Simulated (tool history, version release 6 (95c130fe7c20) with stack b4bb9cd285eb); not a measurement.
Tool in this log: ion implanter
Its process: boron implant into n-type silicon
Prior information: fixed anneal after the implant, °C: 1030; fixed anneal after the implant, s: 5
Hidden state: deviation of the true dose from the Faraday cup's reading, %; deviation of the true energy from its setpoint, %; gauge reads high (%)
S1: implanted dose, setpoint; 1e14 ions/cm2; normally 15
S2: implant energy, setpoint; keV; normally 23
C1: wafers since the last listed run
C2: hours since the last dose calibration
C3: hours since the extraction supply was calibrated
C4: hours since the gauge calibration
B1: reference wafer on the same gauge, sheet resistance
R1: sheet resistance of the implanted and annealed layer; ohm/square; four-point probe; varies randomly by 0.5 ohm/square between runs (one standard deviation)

run	hour	S1	S2	C1	C2	C3	C4	B1	R1
1	0	15	17.5	0	2097.3	3676.1	1425	92.63	90.29
2	65.9	15	17.5	2390	2163.2	3742	1490.9	92.99	89.74
3	122	15	23	2034	2219.3	3798.1	1547	93.17	85.74
4	185.4	15	23	2299	2282.7	3861.5	1610.4	92.98	86.05
5	242.4	16.53	23	2067	2339.7	3918.5	1667.4	92.76	80.22
6	298.7	15	23	2041	2396	3974.8	1723.7	92.73	85.83
# hour 337.6: Faraday cup replaced and dose calibrated
7	338.6	15	23	1156	1	4014.7	1763.6	92.85	85.74
8	381.1	15	23	1541	43.5	4057.2	1806.1	93.16	85.83
9	441.9	13.69	23	2205	104.3	4118	1866.9	92.56	91.9
10	513.4	15	23	2593	175.8	4189.5	1938.4	93.06	85.73
11	554.5	15	23	1490	216.9	4230.6	1979.5	92.99	85.64
12	622.8	15	23	2477	285.2	4298.9	2047.8	93.22	85.23
13	657.6	12.46	28	1262	320	4333.7	2082.6	92.76	96.8
14	684.2	13.49	19.5	964	346.6	4360.3	2109.2	92.86	95.01
15	749.5	12.11	19	2368	411.9	4425.6	2174.5	92.77	101.79
# hour 807.8: gauge calibrated
16	812.5	17.55	23	2284	474.9	4488.6	4.7	92.93	77.54
17	870.8	17.79	26.5	2114	533.2	4546.9	63	92.95	75.13
18	900.4	10.54	18	1073	562.8	4576.5	92.6	92.83	116.15
19	951.9	19.23	30	1867	614.3	4628	144.1	92.7	70.09
# hour 986.4: extraction supply calibrated
20	992.6	18.04	15.5	1186	655	6.2	184.8	92.7	84.57
21	1025.6	15	23	1196	688	39.2	217.8	92.9	85.52
22	1081.9	16.33	29.5	2041	744.3	95.5	274.1	93.05	78.91
23	1137.2	19.42	19.5	2005	799.6	150.8	329.4	92.8	76.62
24	1195.4	11.75	27	2110	857.8	209	387.6	92.88	102.05
25	1232.5	15	23	1345	894.9	246.1	424.7	92.68	85.68
26	1263.2	16.88	16	1113	925.6	276.8	455.4	92.88	86.61
27	1298.6	12.13	31	1283	961	312.2	490.8	93.14	97.51
28	1337.2	15	29	1400	999.6	350.8	529.4	92.91	84.01
29	1401.5	15	23	2332	1063.9	415.1	593.7	92.86	86.03
30	1453.4	15	20	1882	1115.8	467	645.6	92.93	87.82
31	1489.4	12.12	25.5	1305	1151.8	503	681.6	92.66	100.23
32	1515	12.84	21	928	1177.4	528.6	707.2	92.97	96.1
33	1585.6	12.23	20.5	2560	1248	599.2	777.8	92.96	100.53
34	1640.3	18.69	18	1983	1302.7	653.9	832.5	93.13	79.22
35	1701.1	15	23	2205	1363.5	714.7	893.3	92.95	86.65
36	1754.8	19	19.5	1947	1417.2	768.4	947	93.17	77

Predict each of these 5 candidate next runs independently; none follows another, all start after run 36:
A	1755.2	15	27.5	14	1417.6	768.8	947.4	?	?
B	1755.2	12.21	29	14	1417.6	768.8	947.4	?	?
C	1755.2	17.38	25.5	14	1417.6	768.8	947.4	?	?
D	1755.2	15	15.5	14	1417.6	768.8	947.4	?	?
E	1755.2	16.62	18	14	1417.6	768.8	947.4	?	?

run	B1	R1
A	93.18	82.91
B	93.18	96.79
C	93.18	75.47
D	93.18	91.62
E	93.18	83.08
The same runs, with their run-to-run variation unchanged, on a tool lacking any hidden condition would have given:
run	R1
A	82.91
B	96.79
C	75.47
D	91.62
E	83.08
